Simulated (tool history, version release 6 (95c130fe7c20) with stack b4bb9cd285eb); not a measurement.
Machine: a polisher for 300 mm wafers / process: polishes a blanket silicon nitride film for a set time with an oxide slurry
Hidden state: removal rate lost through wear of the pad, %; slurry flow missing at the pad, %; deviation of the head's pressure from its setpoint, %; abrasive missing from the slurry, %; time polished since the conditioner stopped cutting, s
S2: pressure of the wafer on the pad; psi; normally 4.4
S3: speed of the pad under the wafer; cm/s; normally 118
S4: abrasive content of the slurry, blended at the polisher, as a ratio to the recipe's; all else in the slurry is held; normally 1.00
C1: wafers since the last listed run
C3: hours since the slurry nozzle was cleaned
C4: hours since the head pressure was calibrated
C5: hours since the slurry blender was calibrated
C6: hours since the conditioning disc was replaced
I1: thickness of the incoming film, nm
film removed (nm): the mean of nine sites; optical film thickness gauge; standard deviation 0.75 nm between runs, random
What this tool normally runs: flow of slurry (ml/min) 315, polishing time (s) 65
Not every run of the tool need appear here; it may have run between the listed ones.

{"run": 1, "hour": 0.0, "flow of slurry (ml/min)": 315, "S2": 4.4, "S3": 118, "S4": 1.0, "polishing time (s)": 65, "C1": 0, "wafers polished on this pad": 4142, "C3": 244.8, "C4": 960.7, "C5": 256.4, "C6": 396.7, "I1": 385.3, "film removed (nm)": 46.0}
{"hour": 75.8, "done": "worn pad replaced by a new one"}
{"run": 2, "hour": 95.4, "flow of slurry (ml/min)": 315, "S2": 4.4, "S3": 118, "S4": 1.0, "polishing time (s)": 65, "C1": 1058, "wafers polished on this pad": 226, "C3": 340.2, "C4": 1056.1, "C5": 351.8, "C6": 492.1, "I1": 388.7, "film removed (nm)": 45.8}
{"run": 3, "hour": 141.5, "flow of slurry (ml/min)": 315, "S2": 4.4, "S3": 118, "S4": 1.0, "polishing time (s)": 65, "C1": 533, "wafers polished on this pad": 760, "C3": 386.3, "C4": 1102.2, "C5": 397.9, "C6": 538.2, "I1": 380.1, "film removed (nm)": 44.4}
{"hour": 169.2, "done": "slurry blender recalibrated"}
{"run": 4, "hour": 182.4, "flow of slurry (ml/min)": 315, "S2": 4.4, "S3": 118, "S4": 1.0, "polishing time (s)": 65, "C1": 450, "wafers polished on this pad": 1211, "C3": 427.2, "C4": 1143.1, "C5": 13.2, "C6": 579.1, "I1": 378.1, "film removed (nm)": 43.5}
{"hour": 234.0, "done": "conditioning disc replaced and pad reconditioned"}
{"hour": 265.5, "done": "slurry nozzle cleaned"}
{"run": 5, "hour": 278.1, "flow of slurry (ml/min)": 315, "S2": 4.4, "S3": 118, "S4": 1.0, "polishing time (s)": 65, "C1": 1073, "wafers polished on this pad": 2284, "C3": 12.6, "C4": 1238.8, "C5": 108.9, "C6": 44.1, "I1": 376.6, "film removed (nm)": 43.5}
{"run": 6, "hour": 326.8, "flow of slurry (ml/min)": 315, "S2": 4.9, "S3": 118, "S4": 1.0, "polishing time (s)": 65, "C1": 563, "wafers polished on this pad": 2848, "C3": 61.3, "C4": 1287.5, "C5": 157.6, "C6": 92.8, "I1": 384.4, "film removed (nm)": 46.3}
{"run": 7, "hour": 377.4, "flow of slurry (ml/min)": 315, "S2": 4.4, "S3": 118, "S4": 1.0, "polishing time (s)": 65, "C1": 585, "wafers polished on this pad": 3434, "C3": 111.9, "C4": 1338.1, "C5": 208.2, "C6": 143.4, "I1": 386.7, "film removed (nm)": 42.7}
{"run": 8, "hour": 417.8, "flow of slurry (ml/min)": 315, "S2": 4.4, "S3": 118, "S4": 1.0, "polishing time (s)": 65, "C1": 467, "wafers polished on this pad": 3902, "C3": 152.3, "C4": 1378.5, "C5": 248.6, "C6": 183.8, "I1": 385.4, "film removed (nm)": 41.7}
{"run": 9, "hour": 488.1, "flow of slurry (ml/min)": 315, "S2": 4.4, "S3": 118, "S4": 1.0, "polishing time (s)": 65, "C1": 814, "wafers polished on this pad": 4716, "C3": 222.6, "C4": 1448.8, "C5": 318.9, "C6": 254.1, "I1": 380.8, "film removed (nm)": 41.7}
{"hour": 495.3, "done": "head pressure recalibrated"}
{"run": 10, "hour": 595.6, "flow of slurry (ml/min)": 315, "S2": 5.8, "S3": 118, "S4": 0.85, "polishing time (s)": 65, "C1": 1221, "wafers polished on this pad": 5938, "C3": 330.1, "C4": 100.3, "C5": 426.4, "C6": 361.6, "I1": 384.1, "film removed (nm)": 49.1}
{"hour": 600.1, "done": "slurry blender recalibrated"}
{"hour": 671.5, "done": "worn pad replaced by a new one, repeated, since the last time left the tool worse"}
{"run": 11, "hour": 683.7, "flow of slurry (ml/min)": 280, "S2": 4.4, "S3": 118, "S4": 0.75, "polishing time (s)": 65, "C1": 950, "wafers polished on this pad": 141, "C3": 418.2, "C4": 188.4, "C5": 83.6, "C6": 449.7, "I1": 381.1, "film removed (nm)": 43.8}
{"hour": 696.5, "done": "slurry nozzle cleaned"}
{"hour": 739.6, "done": "conditioning disc replaced and pad reconditioned"}
{"run": 12, "hour": 772.1, "flow of slurry (ml/min)": 315, "S2": 4.4, "S3": 80, "S4": 1.0, "polishing time (s)": 65, "C1": 988, "wafers polished on this pad": 1129, "C3": 75.6, "C4": 276.8, "C5": 172.0, "C6": 32.5, "I1": 374.9, "film removed (nm)": 36.0}
{"run": 13, "hour": 840.2, "flow of slurry (ml/min)": 315, "S2": 4.4, "S3": 118, "S4": 1.0, "polishing time (s)": 65, "C1": 788, "wafers polished on this pad": 1918, "C3": 143.7, "C4": 344.9, "C5": 240.1, "C6": 100.6, "I1": 381.0, "film removed (nm)": 49.0}
{"run": 14, "hour": 908.1, "flow of slurry (ml/min)": 350, "S2": 4.4, "S3": 118, "S4": 1.0, "polishing time (s)": 65, "C1": 786, "wafers polished on this pad": 2704, "C3": 211.6, "C4": 412.8, "C5": 308.0, "C6": 168.5, "I1": 383.0, "film removed (nm)": 47.1}
{"run": 15, "hour": 950.5, "flow of slurry (ml/min)": 315, "S2": 4.4, "S3": 118, "S4": 1.1, "polishing time (s)": 65, "C1": 491, "wafers polished on this pad": 3195, "C3": 254.0, "C4": 455.2, "C5": 350.4, "C6": 210.9, "I1": 377.0, "film removed (nm)": 50.1}
{"run": 16, "hour": 1042.8, "flow of slurry (ml/min)": 315, "S2": 4.4, "S3": 118, "S4": 1.0, "polishing time (s)": 65, "C1": 1068, "wafers polished on this pad": 4264, "C3": 346.3, "C4": 547.5, "C5": 442.7, "C6": 303.2, "I1": 381.8, "film removed (nm)": 46.7}
{"hour": 1094.0, "done": "worn pad replaced by a new one"}
{"hour": 1118.8, "done": "slurry blender recalibrated"}
{"run": 17, "hour": 1124.2, "flow of slurry (ml/min)": 315, "S2": 4.4, "S3": 118, "S4": 1.0, "polishing time (s)": 65, "C1": 873, "wafers polished on this pad": 326, "C3": 427.7, "C4": 628.9, "C5": 5.4, "C6": 384.6, "I1": 379.8, "film removed (nm)": 49.0}
{"hour": 1156.7, "done": "slurry nozzle cleaned"}
{"run": 18, "hour": 1231.7, "flow of slurry (ml/min)": 255, "S2": 4.4, "S3": 118, "S4": 1.2, "polishing time (s)": 85, "C1": 1233, "wafers polished on this pad": 1560, "C3": 75.0, "C4": 736.4, "C5": 112.9, "C6": 492.1, "I1": 375.3, "film removed (nm)": 67.0}
{"run": 19, "hour": 1308.9, "flow of slurry (ml/min)": 315, "S2": 4.4, "S3": 118, "S4": 1.15, "polishing time (s)": 65, "C1": 894, "wafers polished on this pad": 2454, "C3": 152.2, "C4": 813.6, "C5": 190.1, "C6": 569.3, "I1": 375.8, "film removed (nm)": 50.6}
{"hour": 1322.3, "done": "conditioning disc replaced and pad reconditioned"}
{"run": 20, "hour": 1408.3, "flow of slurry (ml/min)": 315, "S2": 4.4, "S3": 118, "S4": 1.0, "polishing time (s)": 65, "C1": 1127, "wafers polished on this pad": 3581, "C3": 251.6, "C4": 913.0, "C5": 289.5, "C6": 86.0, "I1": 381.1, "film removed (nm)": 46.9}
{"run": 21, "hour": 1508.2, "flow of slurry (ml/min)": 250, "S2": 4.4, "S3": 118, "S4": 0.75, "polishing time (s)": 65, "C1": 1156, "wafers polished on this pad": 4738, "C3": 351.5, "C4": 1012.9, "C5": 389.4, "C6": 185.9, "I1": 378.1, "film removed (nm)": 39.5}
{"hour": 1535.8, "done": "worn pad replaced by a new one"}
{"hour": 1570.8, "done": "slurry blender recalibrated"}
{"run": 22, "hour": 1571.3, "flow of slurry (ml/min)": 315, "S2": 5.5, "S3": 118, "S4": 1.2, "polishing time (s)": 56, "C1": 661, "wafers polished on this pad": 388, "C3": 414.6, "C4": 1076.0, "C5": 0.5, "C6": 249.0, "I1": 382.7, "film removed (nm)": 55.9}
{"run": 23, "hour": 1664.2, "flow of slurry (ml/min)": 315, "S2": 4.4, "S3": 118, "S4": 1.0, "polishing time (s)": 65, "C1": 1075, "wafers polished on this pad": 1463, "C3": 507.5, "C4": 1168.9, "C5": 93.4, "C6": 341.9, "I1": 373.0, "film removed (nm)": 48.5}
{"hour": 1699.2, "done": "slurry nozzle cleaned"}
{"run": 24, "hour": 1744.8, "flow of slurry (ml/min)": 315, "S2": 4.4, "S3": 80, "S4": 1.2, "polishing time (s)": 65, "C1": 921, "wafers polished on this pad": 2385, "C3": 45.6, "C4": 1249.5, "C5": 174.0, "C6": 422.5, "I1": 381.0, "film removed (nm)": 38.6}

What if the next run were any one of these 5? Each begins from the tool's condition after run 24:
{"run": "A", "hour": 1745.2, "flow of slurry (ml/min)": 315, "S2": 4.4, "S3": 118, "S4": 1.0, "polishing time (s)": 65, "C1": 4, "wafers polished on this pad": 2390, "C3": 46.0, "C4": 1249.9, "C5": 174.4, "C6": 422.9, "I1": 381.9, "film removed (nm)": "?"}
{"run": "B", "hour": 1745.2, "flow of slurry (ml/min)": 355, "S2": 4.4, "S3": 152, "S4": 1.2, "polishing time (s)": 65, "C1": 4, "wafers polished on this pad": 2390, "C3": 46.0, "C4": 1249.9, "C5": 174.4, "C6": 422.9, "I1": 381.9, "film removed (nm)": "?"}
{"run": "C", "hour": 1745.2, "flow of slurry (ml/min)": 410, "S2": 3.7, "S3": 118, "S4": 1.0, "polishing time (s)": 77, "C1": 4, "wafers polished on this pad": 2390, "C3": 46.0, "C4": 1249.9, "C5": 174.4, "C6": 422.9, "I1": 381.9, "film removed (nm)": "?"}
{"run": "D", "hour": 1745.2, "flow of slurry (ml/min)": 315, "S2": 4.4, "S3": 160, "S4": 1.0, "polishing time (s)": 65, "C1": 4, "wafers polished on this pad": 2390, "C3": 46.0, "C4": 1249.9, "C5": 174.4, "C6": 422.9, "I1": 381.9, "film removed (nm)": "?"}
{"run": "E", "hour": 1745.2, "flow of slurry (ml/min)": 315, "S2": 4.4, "S3": 148, "S4": 0.75, "polishing time (s)": 65, "C1": 4, "wafers polished on this pad": 2390, "C3": 46.0, "C4": 1249.9, "C5": 174.4, "C6": 422.9, "I1": 381.9, "film removed (nm)": "?"}

run=A film_removed_(nm)=47.9
run=B film_removed_(nm)=64.0
run=C film_removed_(nm)=50.1
run=D film_removed_(nm)=61.1
run=E film_removed_(nm)=50.0
Had the tool no hidden state, the same runs would have come out as:
run=A film_removed_(nm)=50.9
run=B film_removed_(nm)=68.0
run=C film_removed_(nm)=53.2
run=D film_removed_(nm)=64.9
run=E film_removed_(nm)=53.1
